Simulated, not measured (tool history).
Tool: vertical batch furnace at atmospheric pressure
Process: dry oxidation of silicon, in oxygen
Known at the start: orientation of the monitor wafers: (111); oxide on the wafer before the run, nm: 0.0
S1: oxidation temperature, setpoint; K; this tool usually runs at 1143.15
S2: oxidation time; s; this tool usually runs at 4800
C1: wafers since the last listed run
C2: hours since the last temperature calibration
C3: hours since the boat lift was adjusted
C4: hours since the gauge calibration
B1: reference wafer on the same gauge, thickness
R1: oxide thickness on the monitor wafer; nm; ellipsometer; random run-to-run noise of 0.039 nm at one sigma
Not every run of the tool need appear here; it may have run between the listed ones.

run 1 hour=0 | S1=1153.15 S2=3150 | C1=0 C2=2891.6 C3=3146.8 C4=90 | B1=22.2 | R1=21.32
run 2 hour=19.5 | S1=1143.15 S2=4800 | C1=191 C2=2911.1 C3=3166.3 C4=109.5 | B1=22.2 | R1=25.76
run 3 hour=36.2 | S1=1143.15 S2=4800 | C1=164 C2=2927.8 C3=3183 C4=126.2 | B1=22.21 | R1=25.73
run 4 hour=51.2 | S1=1143.15 S2=4800 | C1=147 C2=2942.8 C3=3198 C4=141.2 | B1=22.2 | R1=25.74
-- hour=77.3 thermocouples replaced and temperature profile calibrated
run 5 hour=77.8 | S1=1143.15 S2=4800 | C1=25 C2=0.5 C3=3224.6 C4=167.8 | B1=22.2 | R1=25.68
run 6 hour=87.7 | S1=1143.15 S2=4800 | C1=97 C2=10.4 C3=3234.5 C4=177.7 | B1=22.22 | R1=25.73
run 7 hour=96.8 | S1=1143.15 S2=4800 | C1=89 C2=19.5 C3=3243.6 C4=186.8 | B1=22.21 | R1=25.7
-- hour=98.3 gauge calibrated
run 8 hour=118.3 | S1=1143.15 S2=4800 | C1=211 C2=41 C3=3265.1 C4=20 | B1=22.21 | R1=25.76
run 9 hour=129.5 | S1=1121.15 S2=5550 | C1=110 C2=52.2 C3=3276.3 C4=31.2 | B1=22.2 | R1=22.28
run 10 hour=148 | S1=1143.15 S2=6750 | C1=181 C2=70.7 C3=3294.8 C4=49.7 | B1=22.21 | R1=32.62
-- hour=172.7 boat lift adjusted
run 11 hour=173.2 | S1=1156.15 S2=6690 | C1=11 C2=95.9 C3=0.5 C4=74.9 | B1=22.21 | R1=37.15
run 12 hour=185.2 | S1=1129.15 S2=6090 | C1=117 C2=107.9 C3=12.5 C4=86.9 | B1=22.21 | R1=26.07
run 13 hour=197.7 | S1=1166.15 S2=5430 | C1=122 C2=120.4 C3=25 C4=99.4 | B1=22.19 | R1=35.71
run 14 hour=215.4 | S1=1143.15 S2=4800 | C1=173 C2=138.1 C3=42.7 C4=117.1 | B1=22.21 | R1=25.77
run 15 hour=228.1 | S1=1143.15 S2=4800 | C1=124 C2=150.8 C3=55.4 C4=129.8 | B1=22.2 | R1=25.72
run 16 hour=240.2 | S1=1143.15 S2=4800 | C1=118 C2=162.9 C3=67.5 C4=141.9 | B1=22.19 | R1=25.71

Predict each of these 4 candidate next runs independently; none follows another, all start after run 16:
run A hour=245.8 | S1=1121.15 S2=4800 | C1=55 C2=168.5 C3=73.1 C4=147.5 | B1=? | R1=?
run B hour=245.8 | S1=1124.15 S2=3930 | C1=55 C2=168.5 C3=73.1 C4=147.5 | B1=? | R1=?
run C hour=245.8 | S1=1165.15 S2=6540 | C1=55 C2=168.5 C3=73.1 C4=147.5 | B1=? | R1=?
run D hour=245.8 | S1=1129.15 S2=6930 | C1=55 C2=168.5 C3=73.1 C4=147.5 | B1=? | R1=?

run=A B1=22.19 R1=20.1
run=B B1=22.19 R1=18.03
run=C B1=22.19 R1=40.18
run=D B1=22.19 R1=28.51
The same runs, with their run-to-run variation unchanged, on a tool lacking any hidden condition would have given:
run=A R1=20.1
run=B R1=18.03
run=C R1=40.18
run=D R1=28.51
